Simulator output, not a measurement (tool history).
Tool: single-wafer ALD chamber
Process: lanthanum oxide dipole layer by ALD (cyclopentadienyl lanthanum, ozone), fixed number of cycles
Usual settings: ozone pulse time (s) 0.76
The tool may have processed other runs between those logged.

run,day,ozone pulse time (s),wafers since the last listed run,hours since the last thermocouple change,hours since the last ozone generator service,hours since the showerhead was replaced,hours since the gauge calibration,"read-back reference wafer on the same gauge, thickness_nm",mean film thickness on the monitor wafer (Å)
1,0,0.76,0,1094.6,192.3,2749.5,1352.3,0.524,4.56
2,2.646,0.76,1354,1158.1,255.8,2813,1415.8,0.525,4.54
3,5.408,0.87,1414,1224.4,322.1,2879.3,1482.1,0.524,4.9
4,7.954,0.76,1303,1285.5,383.2,2940.4,1543.2,0.523,4.53
# day 11.988: ozone generator serviced
5,16.546,0.76,4227,1491.7,109.4,3146.6,1749.4,0.524,4.54
6,19.121,0.52,1318,1553.5,171.2,3208.4,1811.2,0.524,3.25
7,21.075,0.52,1000,1600.4,218.1,3255.3,1858.1,0.524,3.26
8,22.812,0.76,889,1642.1,259.8,3297,1899.8,0.523,4.51
9,25.804,0.82,1531,1713.9,331.6,3368.8,1971.6,0.523,4.72
10,27.371,0.82,802,1751.5,369.2,3406.4,2009.2,0.524,4.7
11,29.946,0.66,1318,1813.3,431,3468.2,2071,0.523,4.11
12,31.742,0.66,919,1856.4,474.1,3511.3,2114.1,0.523,4.1
# day 32.971: ozone generator serviced
13,32.992,0.7,469,1886.4,0.5,3541.3,2144.1,0.524,4.26
14,34.1,0.6,567,1913,27.1,3567.9,2170.7,0.523,3.77
15,35.1,0.6,511,1937,51.1,3591.9,2194.7,0.523,3.79
16,37.438,1,1196,1993.1,107.2,3648,2250.8,0.523,5.16
# day 38.333: gauge calibrated
# day 40.525: showerhead replaced
17,40.546,0.55,1420,2067.7,181.8,0.5,53.1,0.536,3.55
18,43.167,0.5,1341,2130.6,244.7,63.4,116,0.534,3.15
19,44.708,0.97,789,2167.6,281.7,100.4,153,0.534,5.21
20,45.721,0.48,518,2191.9,306,124.7,177.3,0.533,2.98
21,47.321,1.03,819,2230.3,344.4,163.1,215.7,0.533,5.38
22,48.342,0.7,522,2254.8,368.9,187.6,240.2,0.533,4.39
23,50.879,0.76,1299,2315.7,429.8,248.5,301.1,0.531,4.58
# day 51.679: ozone generator serviced
24,56.921,0.95,2922,2460.7,125.8,393.5,446.1,0.53,5.14
# day 62: thermocouple changed; heater temperature recalibrated
25,64.729,0.76,3826,65.5,313.2,580.9,633.5,0.527,4.62
26,66.342,0.6,825,104.2,351.9,619.6,672.2,0.527,3.79
27,67.779,0.64,735,138.7,386.4,654.1,706.7,0.527,4.02
28,69.688,0.67,976,184.5,432.2,699.9,752.5,0.527,4.17
29,71.088,0.61,716,218.1,465.8,733.5,786.1,0.526,3.87
# day 72.517: ozone generator serviced
30,73.546,0.98,1087,277.1,24.7,792.5,845.1,0.527,5.15
31,75.35,0.92,923,320.4,68,835.8,888.4,0.526,4.99
32,77.167,0.94,930,364,111.6,879.4,932,0.525,5.06
33,78.742,0.46,806,401.8,149.4,917.2,969.8,0.526,2.74

Forecast each of these 5 alternatives for the next run:
A,78.758,0.76,8,402.2,149.8,917.6,970.2,?,?
B,78.758,1.02,8,402.2,149.8,917.6,970.2,?,?
C,78.758,0.9,8,402.2,149.8,917.6,970.2,?,?
D,78.758,0.93,8,402.2,149.8,917.6,970.2,?,?
E,78.758,0.57,8,402.2,149.8,917.6,970.2,?,?

run,"read-back reference wafer on the same gauge, thickness_nm",mean film thickness on the monitor wafer (Å)
A,0.526,4.56
B,0.526,5.24
C,0.526,4.99
D,0.526,5.06
E,0.526,3.61
Had the tool no hidden state, the same runs would have come out as:
run,mean film thickness on the monitor wafer (Å)
A,4.67
B,5.36
C,5.11
D,5.18
E,3.69
